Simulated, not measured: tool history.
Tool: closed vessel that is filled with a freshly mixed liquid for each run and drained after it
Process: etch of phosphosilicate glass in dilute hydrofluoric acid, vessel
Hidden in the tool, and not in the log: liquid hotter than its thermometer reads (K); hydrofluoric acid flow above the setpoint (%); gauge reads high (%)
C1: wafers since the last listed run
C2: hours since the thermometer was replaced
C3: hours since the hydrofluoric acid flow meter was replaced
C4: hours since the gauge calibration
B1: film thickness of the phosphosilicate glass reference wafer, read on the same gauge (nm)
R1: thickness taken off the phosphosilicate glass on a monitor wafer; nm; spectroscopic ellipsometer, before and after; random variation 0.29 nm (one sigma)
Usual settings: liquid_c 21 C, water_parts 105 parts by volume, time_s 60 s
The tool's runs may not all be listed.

{"run": 1, "hour": 0.0, "liquid_c": 21, "water_parts": 105, "time_s": 60, "C1": 0, "C2": 1257.8, "C3": 613.5, "C4": 398.9, "B1": 120.02, "R1": 66.21}
{"run": 2, "hour": 12.9, "liquid_c": 24.5, "water_parts": 140, "time_s": 60, "C1": 1608, "C2": 1270.7, "C3": 626.4, "C4": 411.8, "B1": 119.96, "R1": 55.73}
{"run": 3, "hour": 30.0, "liquid_c": 24.5, "water_parts": 140, "time_s": 60, "C1": 2132, "C2": 1287.8, "C3": 643.5, "C4": 428.9, "B1": 119.98, "R1": 55.49}
{"run": 4, "hour": 45.0, "liquid_c": 24.5, "water_parts": 140, "time_s": 60, "C1": 1870, "C2": 1302.8, "C3": 658.5, "C4": 443.9, "B1": 119.97, "R1": 56.03}
{"run": 5, "hour": 58.8, "liquid_c": 21, "water_parts": 105, "time_s": 60, "C1": 1721, "C2": 1316.6, "C3": 672.3, "C4": 457.7, "B1": 119.98, "R1": 67.32}
{"run": 6, "hour": 74.7, "liquid_c": 21, "water_parts": 105, "time_s": 60, "C1": 1983, "C2": 1332.5, "C3": 688.2, "C4": 473.6, "B1": 119.94, "R1": 67.46}
{"run": 7, "hour": 83.6, "liquid_c": 17.5, "water_parts": 105, "time_s": 80, "C1": 1110, "C2": 1341.4, "C3": 697.1, "C4": 482.5, "B1": 119.96, "R1": 77.2}
{"run": 8, "hour": 93.7, "liquid_c": 21, "water_parts": 105, "time_s": 60, "C1": 1259, "C2": 1351.5, "C3": 707.2, "C4": 492.6, "B1": 119.99, "R1": 67.58}
{"run": 9, "hour": 106.0, "liquid_c": 21, "water_parts": 105, "time_s": 60, "C1": 1534, "C2": 1363.8, "C3": 719.5, "C4": 504.9, "B1": 119.97, "R1": 66.95}
{"run": 10, "hour": 121.0, "liquid_c": 23, "water_parts": 105, "time_s": 60, "C1": 1870, "C2": 1378.8, "C3": 734.5, "C4": 519.9, "B1": 120, "R1": 73.62}
{"run": 11, "hour": 129.1, "liquid_c": 25, "water_parts": 90, "time_s": 60, "C1": 1010, "C2": 1386.9, "C3": 742.6, "C4": 528, "B1": 120, "R1": 94.11}
{"hour": 130.5, "done": "hydrofluoric acid flow meter replaced"}
{"run": 12, "hour": 135.3, "liquid_c": 21, "water_parts": 105, "time_s": 60, "C1": 648, "C2": 1393.1, "C3": 4.8, "C4": 534.2, "B1": 119.99, "R1": 63.14}
{"run": 13, "hour": 145.4, "liquid_c": 17, "water_parts": 120, "time_s": 70, "C1": 1259, "C2": 1403.2, "C3": 14.9, "C4": 544.3, "B1": 119.99, "R1": 53.21}
{"run": 14, "hour": 156.2, "liquid_c": 18.5, "water_parts": 140, "time_s": 60, "C1": 1347, "C2": 1414, "C3": 25.7, "C4": 555.1, "B1": 120.01, "R1": 40.95}
{"hour": 159.1, "done": "thermometer replaced"}
{"run": 15, "hour": 166.3, "liquid_c": 21, "water_parts": 105, "time_s": 60, "C1": 1134, "C2": 7.2, "C3": 35.8, "C4": 565.2, "B1": 120.06, "R1": 63.45}
{"run": 16, "hour": 179.4, "liquid_c": 25, "water_parts": 130, "time_s": 60, "C1": 1633, "C2": 20.3, "C3": 48.9, "C4": 578.3, "B1": 120.04, "R1": 57.47}
{"hour": 189.6, "done": "gauge calibrated"}
{"run": 17, "hour": 191.1, "liquid_c": 23, "water_parts": 60, "time_s": 35, "C1": 1459, "C2": 32, "C3": 60.6, "C4": 1.5, "B1": 119.98, "R1": 73.82}
{"run": 18, "hour": 200.4, "liquid_c": 25, "water_parts": 130, "time_s": 60, "C1": 1159, "C2": 41.3, "C3": 69.9, "C4": 10.8, "B1": 120, "R1": 57.78}
{"run": 19, "hour": 214.7, "liquid_c": 17, "water_parts": 105, "time_s": 40, "C1": 1783, "C2": 55.6, "C3": 84.2, "C4": 25.1, "B1": 120.06, "R1": 35.77}
{"run": 20, "hour": 224.4, "liquid_c": 25.5, "water_parts": 90, "time_s": 80, "C1": 1209, "C2": 65.3, "C3": 93.9, "C4": 34.8, "B1": 120.04, "R1": 119.05}
{"run": 21, "hour": 239.2, "liquid_c": 21, "water_parts": 105, "time_s": 60, "C1": 1845, "C2": 80.1, "C3": 108.7, "C4": 49.6, "B1": 120.05, "R1": 62.81}

Forecast run 22:
{"run": 22, "hour": 249.1, "liquid_c": 21, "water_parts": 125, "time_s": 60, "C1": 1234, "C2": 90, "C3": 118.6, "C4": 59.5, "B1": "?", "R1": "?"}

Run 22 gave B1 119.98, R1 51.79 nm.
Without the tool's hidden state the same run would have given R1 50.66 nm.

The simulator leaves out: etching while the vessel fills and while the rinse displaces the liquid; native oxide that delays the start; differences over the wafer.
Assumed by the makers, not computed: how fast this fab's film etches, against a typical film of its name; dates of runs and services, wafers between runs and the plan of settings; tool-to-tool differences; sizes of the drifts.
